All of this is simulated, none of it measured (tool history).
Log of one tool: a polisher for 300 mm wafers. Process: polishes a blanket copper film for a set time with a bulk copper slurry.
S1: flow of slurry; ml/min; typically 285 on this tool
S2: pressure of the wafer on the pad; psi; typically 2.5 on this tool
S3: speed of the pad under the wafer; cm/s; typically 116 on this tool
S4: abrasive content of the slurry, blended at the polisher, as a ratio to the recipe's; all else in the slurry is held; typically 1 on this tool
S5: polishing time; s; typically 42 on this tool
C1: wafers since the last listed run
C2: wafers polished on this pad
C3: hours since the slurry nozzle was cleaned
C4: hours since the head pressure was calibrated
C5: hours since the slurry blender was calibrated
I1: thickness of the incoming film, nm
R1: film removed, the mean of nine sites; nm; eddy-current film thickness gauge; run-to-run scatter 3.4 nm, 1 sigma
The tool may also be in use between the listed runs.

run	hour	S1	S2	S3	S4	S5	C1	C2	C3	C4	C5	I1	R1
1	0	285	2.5	116	1	42	0	1035	285.6	748.2	151.2	3226.8	340.3
# hour 20.9: slurry nozzle cleaned
# hour 52.4: worn pad replaced by a new one
2	69.6	285	2.5	116	1	42	693	184	48.7	817.8	220.8	3198	352.7
3	124.1	285	2.5	116	1	42	584	769	103.2	872.3	275.3	3189.5	352.5
# hour 184.1: worn pad replaced by a new one
4	189.2	285	2.5	116	1	42	655	54	168.3	937.4	340.4	3299.8	337.2
# hour 217.1: slurry blender recalibrated
5	249.6	285	2.5	116	1.15	42	626	681	228.7	997.8	32.5	3218.6	354.6
# hour 279.7: head pressure recalibrated
6	307.8	285	2.5	116	1.15	42	603	1284	286.9	28.1	90.7	3231.3	354.5
# hour 324.5: worn pad replaced by a new one
# hour 329.1: slurry nozzle cleaned
7	334.6	285	2.5	116	1.15	42	233	97	5.5	54.9	117.5	3261	372.8
8	363.2	370	1.7	116	1	42	306	404	34.1	83.5	146.1	3223.1	250.4
9	402.8	285	2.2	116	1	52	425	829	73.7	123.1	185.7	3254.4	386
10	452.7	185	2.5	116	1	42	535	1365	123.6	173	235.6	3258.5	321.9
# hour 475.2: worn pad replaced by a new one
11	490.7	285	2.5	116	1	42	364	165	161.6	211	273.6	3168.4	340.4
# hour 548.6: slurry blender recalibrated
12	557	285	2.8	116	1	37	690	856	227.9	277.3	8.4	3271.6	337.3
# hour 606.7: slurry nozzle cleaned
# hour 615.3: worn pad replaced by a new one
13	623.5	285	1.7	116	1	42	660	87	16.8	343.8	74.9	3251.7	250
14	679.6	340	2.5	116	1	42	602	690	72.9	399.9	131	3187.5	359.8

Hidden state at the last listed run before each entry between runs and at the first one after, where it differs:
Runs 1 to 2: slurry nozzle cleaned (hour 20.9); worn pad replaced by a new one (hour 52.4)
  slurry flow missing at the pad, %: 41.3 -> 15.5
  measured minus no-state result, R1: -21.9 -> -5.9 nm
Runs 3 to 4: worn pad replaced by a new one (hour 184.1)
  slurry flow missing at the pad, %: 26.2 -> 33.5
  measured minus no-state result, R1: -11.5 -> -15.5 nm
Runs 4 to 5: slurry blender recalibrated (hour 217.1)
  slurry flow missing at the pad, %: 33.5 -> 37.2
  measured minus no-state result, R1: -15.5 -> -19.3 nm
Runs 5 to 6: head pressure recalibrated (hour 279.7)
  slurry flow missing at the pad, %: 37.2 -> 39.3
  measured minus no-state result, R1: -19.3 -> -21 nm
Runs 6 to 7: worn pad replaced by a new one (hour 324.5); slurry nozzle cleaned (hour 329.1)
  slurry flow missing at the pad, %: 39.3 -> 6.69
  measured minus no-state result, R1: -21 -> -2.5 nm
Runs 10 to 11: worn pad replaced by a new one (hour 475.2)
  slurry flow missing at the pad, %: 33.5 -> 37.4
  measured minus no-state result, R1: -22.1 -> -18.6 nm
Runs 11 to 12: slurry blender recalibrated (hour 548.6)
  slurry flow missing at the pad, %: 37.4 -> 41.7
  measured minus no-state result, R1: -18.6 -> -22 nm
Runs 12 to 13: slurry nozzle cleaned (hour 606.7); worn pad replaced by a new one (hour 615.3)
  slurry flow missing at the pad, %: 41.7 -> 9.41
  measured minus no-state result, R1: -22 -> -2.4 nm
